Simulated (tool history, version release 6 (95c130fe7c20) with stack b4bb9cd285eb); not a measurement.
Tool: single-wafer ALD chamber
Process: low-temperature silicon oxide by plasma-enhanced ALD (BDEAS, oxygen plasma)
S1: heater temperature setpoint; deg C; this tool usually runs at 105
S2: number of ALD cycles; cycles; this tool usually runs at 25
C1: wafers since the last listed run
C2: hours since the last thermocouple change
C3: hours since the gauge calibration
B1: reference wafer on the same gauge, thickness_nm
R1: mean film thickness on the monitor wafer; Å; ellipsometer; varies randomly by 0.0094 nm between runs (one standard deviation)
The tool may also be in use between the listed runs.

Run 1, day 0: usual settings but S2 21 cycles; C1 0; C2 850.6; C3 544.2; B1 3.169. Result: R1 27.13 Å.
Run 2, day 3.242: usual settings but S2 21 cycles; C1 653; C2 928.4; C3 622; B1 3.17. Result: R1 27.12 Å.
Run 3, day 5.129: usual settings; C1 380; C2 973.7; C3 667.3; B1 3.171. Result: R1 32.41 Å.
Run 4, day 7.054: usual settings; C1 387; C2 1019.9; C3 713.5; B1 3.172. Result: R1 32.42 Å.
Run 5, day 10.808: usual settings; C1 756; C2 1110; C3 803.6; B1 3.17. Result: R1 32.34 Å.
Run 6, day 14.721: usual settings but S1 97 deg C; C1 788; C2 1203.9; C3 897.5; B1 3.168. Result: R1 33.59 Å.
Run 7, day 18.55: usual settings but S1 97 deg C; C1 771; C2 1295.8; C3 989.4; B1 3.17. Result: R1 33.45 Å.
Run 8, day 21.892: usual settings but S1 97 deg C; C1 673; C2 1376; C3 1069.6; B1 3.172. Result: R1 33.59 Å.
Run 9, day 23.8: usual settings; C1 384; C2 1421.8; C3 1115.4; B1 3.171. Result: R1 32.25 Å.
Run 10, day 28.254: usual settings; C1 897; C2 1528.7; C3 1222.3; B1 3.171. Result: R1 32.54 Å.
Run 11, day 32.525: usual settings; C1 860; C2 1631.2; C3 1324.8; B1 3.167. Result: R1 32.5 Å.
Run 12, day 35.388: usual settings but S2 29 cycles; C1 576; C2 1699.9; C3 1393.5; B1 3.17. Result: R1 37.95 Å.
Run 13, day 36.962: usual settings but S2 22 cycles; C1 317; C2 1737.7; C3 1431.3; B1 3.17. Result: R1 28.58 Å.
Run 14, day 39.662: usual settings; C1 544; C2 1802.5; C3 1496.1; B1 3.172. Result: R1 32.57 Å.
Run 15, day 42.058: usual settings but S1 94 deg C, S2 29 cycles; C1 482; C2 1860; C3 1553.6; B1 3.17. Result: R1 39.57 Å.
Run 16, day 44.783: usual settings but S1 115 deg C, S2 23 cycles; C1 549; C2 1925.4; C3 1619; B1 3.168. Result: R1 29.34 Å.
Run 17, day 46.825: usual settings; C1 411; C2 1974.4; C3 1668; B1 3.171. Result: R1 32.48 Å.
Run 18, day 49.654: usual settings but S1 95 deg C, S2 27 cycles; C1 570; C2 2042.3; C3 1735.9; B1 3.172. Result: R1 36.85 Å.

Run 19 has not been measured yet. What should we expect?
Run 19, day 51.804: usual settings but S1 97 deg C, S2 20 cycles; C1 433; C2 2093.9; C3 1787.5; B1 ?. Result: R1 ?.

For run 19 the tool returned B1 3.172, R1 26.99 Å.
If the tool had no hidden condition, the same run with the same run-to-run variation would have returned R1 26.35 Å.
